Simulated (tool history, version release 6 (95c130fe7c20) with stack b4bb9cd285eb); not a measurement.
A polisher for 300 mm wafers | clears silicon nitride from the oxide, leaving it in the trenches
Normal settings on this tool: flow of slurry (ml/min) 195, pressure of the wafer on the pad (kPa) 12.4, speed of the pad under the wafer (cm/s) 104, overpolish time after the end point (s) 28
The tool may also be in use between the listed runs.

| run | hour | flow of slurry (ml/min) | pressure of the wafer on the pad (kPa) | speed of the pad under the wafer (cm/s) | overpolish time after the end point (s) | wafers since the last listed run | wafers polished on this pad | hours since the slurry nozzle was cleaned | hours since the head pressure was calibrated | incoming thickness of the incoming film, nm | time until the end point was called (s) |
|---|---|---|---|---|---|---|---|---|---|---|---|
| 1 | 0.0 | 195 | 12.4 | 104 | 28 | 0 | 215 | 695.1 | 976.6 | 69.6 | 114.9 |
| 2 | 13.6 | 195 | 12.4 | 104 | 28 | 94 | 309 | 708.7 | 990.2 | 69.1 | 116.3 |
| 3 | 60.3 | 195 | 12.4 | 104 | 28 | 324 | 634 | 755.4 | 1036.9 | 68.6 | 119.3 |
| 4 | 67.1 | 195 | 12.4 | 104 | 28 | 47 | 681 | 762.2 | 1043.7 | 70.2 | 127.2 |
| 5 | 82.3 | 195 | 12.4 | 104 | 28 | 105 | 787 | 777.4 | 1058.9 | 69.5 | 125.4 |
| 6 | 88.8 | 195 | 12.4 | 76 | 19 | 45 | 832 | 783.9 | 1065.4 | 69.9 | 173.1 |
| 7 | 96.7 | 195 | 12.4 | 76 | 19 | 54 | 887 | 791.8 | 1073.3 | 69.6 | 172.3 |
|  | 102.0 | worn pad replaced by a new one |
| 8 | 110.6 | 195 | 12.4 | 76 | 19 | 68 | 59 | 805.7 | 1087.2 | 70.4 | 154.4 |
| 9 | 120.6 | 195 | 12.4 | 96 | 28 | 69 | 129 | 815.7 | 1097.2 | 71.2 | 124.3 |
| 10 | 132.9 | 195 | 12.4 | 96 | 28 | 85 | 214 | 828.0 | 1109.5 | 70.1 | 125.1 |
| 11 | 139.8 | 195 | 12.4 | 96 | 28 | 47 | 262 | 834.9 | 1116.4 | 68.5 | 123.2 |
| 12 | 154.7 | 195 | 10.3 | 104 | 28 | 103 | 366 | 849.8 | 1131.3 | 70.3 | 134.1 |
|  | 156.1 | slurry nozzle cleaned |
|  | 164.6 | head pressure recalibrated |
| 13 | 171.4 | 195 | 10.3 | 104 | 28 | 95 | 461 | 15.3 | 6.8 | 70.2 | 131.8 |
| 14 | 180.0 | 195 | 15.2 | 94 | 13 | 59 | 521 | 23.9 | 15.4 | 68.8 | 109.8 |
| 15 | 190.6 | 215 | 15.9 | 130 | 43 | 73 | 595 | 34.5 | 26.0 | 70.4 | 80.7 |
| 16 | 204.0 | 245 | 12.4 | 104 | 21 | 93 | 688 | 47.9 | 39.4 | 70.2 | 116.3 |
| 17 | 214.5 | 195 | 12.4 | 104 | 28 | 73 | 761 | 58.4 | 49.9 | 70.1 | 126.2 |
| 18 | 220.9 | 195 | 12.4 | 104 | 28 | 44 | 806 | 64.8 | 56.3 | 68.8 | 125.0 |
| 19 | 228.1 | 135 | 15.2 | 104 | 36 | 50 | 856 | 72.0 | 63.5 | 70.2 | 115.1 |
|  | 232.7 | worn pad replaced by a new one |
| 20 | 244.2 | 195 | 11.0 | 122 | 33 | 84 | 80 | 88.1 | 79.6 | 70.3 | 100.2 |
| 21 | 252.8 | 235 | 12.4 | 104 | 38 | 59 | 140 | 96.7 | 88.2 | 71.5 | 111.6 |
| 22 | 270.4 | 170 | 13.8 | 104 | 28 | 122 | 262 | 114.3 | 105.8 | 70.3 | 104.8 |
| 23 | 278.1 | 195 | 12.4 | 104 | 33 | 53 | 316 | 122.0 | 113.5 | 69.5 | 113.9 |
| 24 | 284.5 | 195 | 14.5 | 114 | 11 | 44 | 360 | 128.4 | 119.9 | 68.7 | 94.6 |
| 25 | 291.9 | 195 | 12.4 | 104 | 28 | 51 | 411 | 135.8 | 127.3 | 69.8 | 114.8 |
| 26 | 309.8 | 195 | 12.4 | 104 | 28 | 124 | 536 | 153.7 | 145.2 | 70.2 | 119.0 |
| 27 | 317.3 | 195 | 12.4 | 104 | 28 | 52 | 588 | 161.2 | 152.7 | 69.5 | 116.1 |

Below are 5 alternative next runs, each starting from the tool's condition after run 27. Predict each:
| A | 317.8 | 195 | 12.4 | 104 | 28 | 3 | 592 | 161.7 | 153.2 | 71.4 | ? |
| B | 317.8 | 230 | 12.4 | 104 | 12 | 3 | 592 | 161.7 | 153.2 | 71.4 | ? |
| C | 317.8 | 135 | 15.2 | 104 | 28 | 3 | 592 | 161.7 | 153.2 | 71.4 | ? |
| D | 317.8 | 195 | 15.2 | 104 | 28 | 3 | 592 | 161.7 | 153.2 | 71.4 | ? |
| E | 317.8 | 225 | 12.4 | 104 | 14 | 3 | 592 | 161.7 | 153.2 | 71.4 | ? |

| run | time until the end point was called (s) |
|---|---|
| A | 119.0 |
| B | 116.3 |
| C | 110.4 |
| D | 103.0 |
| E | 116.6 |
With the hidden condition removed and each run's random variation left untouched, the same runs would have given:
| run | time until the end point was called (s) |
|---|---|
| A | 110.2 |
| B | 107.7 |
| C | 102.2 |
| D | 95.4 |
| E | 108.0 |
